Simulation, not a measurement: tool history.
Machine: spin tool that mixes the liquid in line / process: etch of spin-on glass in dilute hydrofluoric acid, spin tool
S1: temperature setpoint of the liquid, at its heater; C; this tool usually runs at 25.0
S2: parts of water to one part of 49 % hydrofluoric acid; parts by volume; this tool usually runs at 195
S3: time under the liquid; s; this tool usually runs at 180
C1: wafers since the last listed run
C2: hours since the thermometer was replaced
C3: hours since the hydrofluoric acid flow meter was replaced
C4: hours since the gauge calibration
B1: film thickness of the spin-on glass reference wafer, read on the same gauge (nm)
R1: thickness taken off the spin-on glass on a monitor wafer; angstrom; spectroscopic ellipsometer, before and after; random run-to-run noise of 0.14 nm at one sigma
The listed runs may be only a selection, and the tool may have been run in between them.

| run | day | S1 | S2 | S3 | C1 | C2 | C3 | C4 | B1 | R1 |
|---|---|---|---|---|---|---|---|---|---|---|
| 1 | 0.000 | 25.0 | 195 | 180 | 0 | 1274.1 | 94.2 | 407.5 | 90.00 | 261.5 |
| 2 | 3.462 | 25.0 | 195 | 180 | 456 | 1357.2 | 177.3 | 490.6 | 89.96 | 261.8 |
| 3 | 7.458 | 25.0 | 195 | 180 | 526 | 1453.1 | 273.2 | 586.5 | 89.97 | 264.5 |
| 4 | 11.812 | 25.0 | 195 | 180 | 573 | 1557.6 | 377.7 | 691.0 | 89.95 | 263.7 |
|  | 20.162 | hydrofluoric acid flow meter replaced |
| 5 | 21.592 | 25.0 | 220 | 180 | 1282 | 1792.3 | 34.3 | 925.7 | 89.97 | 229.6 |
| 6 | 25.883 | 25.0 | 195 | 180 | 565 | 1895.3 | 137.3 | 1028.7 | 90.00 | 267.1 |
| 7 | 29.896 | 25.0 | 195 | 180 | 528 | 1991.6 | 233.6 | 1125.0 | 89.99 | 268.1 |
| 8 | 31.912 | 25.0 | 260 | 180 | 265 | 2040.0 | 282.0 | 1173.4 | 90.02 | 185.6 |
| 9 | 34.196 | 25.0 | 260 | 180 | 300 | 2094.8 | 336.8 | 1228.2 | 90.01 | 188.3 |
| 10 | 38.212 | 29.0 | 165 | 180 | 528 | 2191.2 | 433.2 | 1324.6 | 90.02 | 383.2 |
| 11 | 40.675 | 29.0 | 130 | 180 | 324 | 2250.3 | 492.3 | 1383.7 | 90.01 | 508.5 |

Forecast run 12:
|  | 42.325 | gauge calibrated |
|  | 44.112 | thermometer replaced |
| 12 | 44.158 | 27.5 | 195 | 75 | 453 | 1.1 | 575.9 | 44.0 | ? | ? |

Run 12 measured B1 89.96, R1 114.2 angstrom.
Were there no unlogged condition in the tool, this run, its random variation unchanged, would have produced R1 113.0 angstrom.
